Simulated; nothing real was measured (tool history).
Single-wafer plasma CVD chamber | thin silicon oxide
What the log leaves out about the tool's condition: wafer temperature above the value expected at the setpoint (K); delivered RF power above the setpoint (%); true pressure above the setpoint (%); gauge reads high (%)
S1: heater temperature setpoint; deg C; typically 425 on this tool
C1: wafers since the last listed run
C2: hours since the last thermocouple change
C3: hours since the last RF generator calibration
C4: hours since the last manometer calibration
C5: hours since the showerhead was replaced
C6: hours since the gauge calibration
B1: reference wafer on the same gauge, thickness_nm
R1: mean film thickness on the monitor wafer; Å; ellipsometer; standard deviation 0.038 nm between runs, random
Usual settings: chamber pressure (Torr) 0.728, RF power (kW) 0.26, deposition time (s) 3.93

Run 1, hour 0: usual settings but deposition time (s) 3.43; C1 0; C2 778.3; C3 1708.9; C4 767.3; C5 7322.6; C6 745.3; B1 5.737. Result: R1 55.89 Å.
Run 2, hour 31.8: usual settings but S1 416 deg C; C1 1605; C2 810.1; C3 1740.7; C4 799.1; C5 7354.4; C6 777.1; B1 5.726. Result: R1 64.44 Å.
Run 3, hour 81.6: usual settings but S1 416 deg C; C1 2513; C2 859.9; C3 1790.5; C4 848.9; C5 7404.2; C6 826.9; B1 5.73. Result: R1 64.44 Å.
Run 4, hour 144.5: usual settings but S1 416 deg C; C1 3174; C2 922.8; C3 1853.4; C4 911.8; C5 7467.1; C6 889.8; B1 5.723. Result: R1 64.9 Å.
Run 5, hour 215.4: usual settings; C1 3578; C2 993.7; C3 1924.3; C4 982.7; C5 7538; C6 960.7; B1 5.742. Result: R1 64.63 Å.
Run 6, hour 266.4: usual settings; C1 2574; C2 1044.7; C3 1975.3; C4 1033.7; C5 7589; C6 1011.7; B1 5.708. Result: R1 63.91 Å.
Run 7, hour 315.8: usual settings; C1 2493; C2 1094.1; C3 2024.7; C4 1083.1; C5 7638.4; C6 1061.1; B1 5.726. Result: R1 64.48 Å.
Run 8, hour 345.9: usual settings but RF power (kW) 0.235; C1 1519; C2 1124.2; C3 2054.8; C4 1113.2; C5 7668.5; C6 1091.2; B1 5.736. Result: R1 61.57 Å.
At hour 365.3: gauge calibrated.
At hour 390.3: showerhead replaced.
Run 9, hour 390.8: usual settings; C1 1862; C2 1169.1; C3 2099.7; C4 1158.1; C5 0.5; C6 25.5; B1 5.732. Result: R1 64.76 Å.
Run 10, hour 426.8: usual settings; C1 1817; C2 1205.1; C3 2135.7; C4 1194.1; C5 36.5; C6 61.5; B1 5.713. Result: R1 64.34 Å.
Run 11, hour 470.8: usual settings; C1 2220; C2 1249.1; C3 2179.7; C4 1238.1; C5 80.5; C6 105.5; B1 5.741. Result: R1 64.31 Å.
At hour 506.4: capacitance manometer re-zeroed and calibrated.
Run 12, hour 506.9: usual settings; C1 1418; C2 1285.2; C3 2215.8; C4 0.5; C5 116.6; C6 141.6; B1 5.717. Result: R1 64.23 Å.
Run 13, hour 546.4: usual settings but S1 432 deg C, RF power (kW) 0.225; C1 1993; C2 1324.7; C3 2255.3; C4 40; C5 156.1; C6 181.1; B1 5.733. Result: R1 60.51 Å.
Run 14, hour 582.3: usual settings but S1 421 deg C, chamber pressure (Torr) 0.863; C1 1812; C2 1360.6; C3 2291.2; C4 75.9; C5 192; C6 217; B1 5.722. Result: R1 74.72 Å.
Run 15, hour 622.1: usual settings but S1 432 deg C, RF power (kW) 0.225; C1 2008; C2 1400.4; C3 2331; C4 115.7; C5 231.8; C6 256.8; B1 5.722. Result: R1 60.69 Å.
At hour 657.7: RF generator calibrated.
Run 16, hour 660.1: usual settings; C1 1514; C2 1438.4; C3 2.4; C4 153.7; C5 269.8; C6 294.8; B1 5.723. Result: R1 65.37 Å.
Run 17, hour 690.5: usual settings but S1 439 deg C, RF power (kW) 0.3; C1 1534; C2 1468.8; C3 32.8; C4 184.1; C5 300.2; C6 325.2; B1 5.723. Result: R1 67.21 Å.
At hour 703.2: thermocouple changed; heater temperature recalibrated.
Run 18, hour 741.4: usual settings but chamber pressure (Torr) 0.566, RF power (kW) 0.22; C1 2165; C2 38.2; C3 83.7; C4 235; C5 351.1; C6 376.1; B1 5.733. Result: R1 46.74 Å.
Run 19, hour 798.5: usual settings but chamber pressure (Torr) 0.572, deposition time (s) 3.17; C1 2882; C2 95.3; C3 140.8; C4 292.1; C5 408.2; C6 433.2; B1 5.752. Result: R1 40.4 Å.
Run 20, hour 860.8: usual settings but chamber pressure (Torr) 0.788, RF power (kW) 0.28, deposition time (s) 4.48; C1 3144; C2 157.6; C3 203.1; C4 354.4; C5 470.5; C6 495.5; B1 5.751. Result: R1 81.8 Å.
Run 21, hour 914.7: usual settings; C1 2720; C2 211.5; C3 257; C4 408.3; C5 524.4; C6 549.4; B1 5.726. Result: R1 64.09 Å.
Run 22, hour 977.7: usual settings; C1 3179; C2 274.5; C3 320; C4 471.3; C5 587.4; C6 612.4; B1 5.722. Result: R1 63.85 Å.
Run 23, hour 1046.2: usual settings but S1 437 deg C, chamber pressure (Torr) 0.853, RF power (kW) 0.245, deposition time (s) 4.57; C1 3457; C2 343; C3 388.5; C4 539.8; C5 655.9; C6 680.9; B1 5.721. Result: R1 83.69 Å.
Run 24, hour 1096.9: usual settings but S1 419 deg C, chamber pressure (Torr) 0.643, RF power (kW) 0.28, deposition time (s) 4.57; C1 2559; C2 393.7; C3 439.2; C4 590.5; C5 706.6; C6 731.6; B1 5.72. Result: R1 68.18 Å.
Run 25, hour 1134.4: usual settings; C1 1892; C2 431.2; C3 476.7; C4 628; C5 744.1; C6 769.1; B1 5.728. Result: R1 64.37 Å.

Below are 5 alternative next runs, each starting from the tool's condition after run 25. Predict each:
Run A, hour 1134.8: usual settings but chamber pressure (Torr) 0.872; C1 20; C2 431.6; C3 477.1; C4 628.4; C5 744.5; C6 769.5; B1 ?. Result: R1 ?.
Run B, hour 1134.8: usual settings but S1 438 deg C, RF power (kW) 0.29; C1 20; C2 431.6; C3 477.1; C4 628.4; C5 744.5; C6 769.5; B1 ?. Result: R1 ?.
Run C, hour 1134.8: usual settings but S1 436 deg C, chamber pressure (Torr) 0.862, deposition time (s) 3.57; C1 20; C2 431.6; C3 477.1; C4 628.4; C5 744.5; C6 769.5; B1 ?. Result: R1 ?.
Run D, hour 1134.8: usual settings but S1 433 deg C, chamber pressure (Torr) 0.644, RF power (kW) 0.28, deposition time (s) 3.69; C1 20; C2 431.6; C3 477.1; C4 628.4; C5 744.5; C6 769.5; B1 ?. Result: R1 ?.
Run E, hour 1134.8: usual settings but S1 421 deg C, deposition time (s) 3.28; C1 20; C2 431.6; C3 477.1; C4 628.4; C5 744.5; C6 769.5; B1 ?. Result: R1 ?.

run     B1     R1
  A  5.707  75.89
  B  5.707  66.44
  C  5.707  67.83
  D  5.707  54.57
  E  5.707   53.9
With no hidden state in the tool, these same runs would have given:
run     R1
  A  75.89
  B  66.44
  C  67.83
  D  54.57
  E   53.9

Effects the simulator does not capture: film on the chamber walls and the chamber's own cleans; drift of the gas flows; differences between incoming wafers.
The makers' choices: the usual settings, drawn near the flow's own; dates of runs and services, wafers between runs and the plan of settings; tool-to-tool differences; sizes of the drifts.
